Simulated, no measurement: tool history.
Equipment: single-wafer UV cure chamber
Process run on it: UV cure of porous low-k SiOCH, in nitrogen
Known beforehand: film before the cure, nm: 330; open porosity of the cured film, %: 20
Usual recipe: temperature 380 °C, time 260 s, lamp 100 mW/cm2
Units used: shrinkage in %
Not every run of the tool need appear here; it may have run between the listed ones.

run      day  temperature  time  lamp  wafers since the last listed run  hours since the UV bulbs were replaced  wafers since the quartz window was cleaned  shrinkage
  1        0          380   155   100                                 0                                    53.2                                        2589      9.116
  2    3.058          380   260   100                               600                                   126.6                                        3190       11.4
  3    5.867          380   260   100                               551                                     194                                        3742     11.268
      14.188  -- quartz window cleaned
  4   18.658          380   260   100                              2447                                     501                                         878     12.161
  5   21.779          380   260   100                               613                                   575.9                                        1491     11.815
  6   24.758          380   260   100                               585                                   647.4                                        2077     11.814
  7   35.733          380   260   100                              2156                                   910.8                                        4233     11.535
      36.933  -- quartz window cleaned
  8   48.312          380   260   100                              2406                                  1212.7                                        2235      11.58
  9   52.529          369   260    75                               828                                  1313.9                                        3064      9.624
          54  -- UV bulbs replaced
 10   54.567          380   260   100                               334                                    13.6                                        3399     11.167
 11   59.033          380   260   100                               877                                   120.8                                        4276     11.214
      62.838  -- quartz window cleaned
 12   63.017          380   260   100                               717                                   216.4                                          35     12.392
 13   64.921          380   260    87                               374                                   262.1                                         409     11.477
 14   66.867          380   260   100                               382                                   308.8                                         791     11.952
 15   69.362          380   260   131                               490                                   368.7                                        1282     12.923
 16   71.771          380   310   100                               473                                   426.5                                        1755     12.317
 17   74.371          360   190   100                               510                                   488.9                                        2266      9.757
 18    76.95          380   260    89                               506                                   550.8                                        2773     10.906
 19   78.917          380   260   100                               386                                     598                                        3159     11.222
 20   80.942          398   180    80                               397                                   646.6                                        3557      8.876
 21   84.971          396   305   129                               791                                   743.3                                        4348     13.418
      87.046  -- quartz window cleaned
 22   98.383          380   320   125                              2569                                  1065.2                                        2227     13.709
 23  102.825          380   260   100                               872                                  1171.8                                        3100     11.403
 24  106.104          380   340   100                               644                                  1250.5                                        3744     12.754
     109.992  -- quartz window cleaned
 25  110.021          380   380   137                               704                                  1344.5                                           5     15.413
     113.154  -- UV bulbs replaced
 26  114.271          380   260   100                               769                                    26.8                                         774     11.756
 27  117.725          370   260   100                               678                                   109.7                                        1453      11.53
 28  120.533          374   260   138                               551                                   177.1                                        2005     13.049

Forecast each of these 5 alternatives for the next run:
  A  120.554          380   330   100                                 4                                   177.6                                        2009          ?
  B  120.554          390   380   100                                 4                                   177.6                                        2009          ?
  C  120.554          398   365    64                                 4                                   177.6                                        2009          ?
  D  120.554          380   260    84                                 4                                   177.6                                        2009          ?
  E  120.554          397   260    77                                 4                                   177.6                                        2009          ?

run  shrinkage
  A     12.499
  B     13.367
  C     11.217
  D     10.584
  E     10.496
Take away the tool's hidden state, keep each run's random variation, and the runs would have read:
run  shrinkage
  A     13.406
  B      14.29
  C     12.099
  D     11.451
  E     11.361
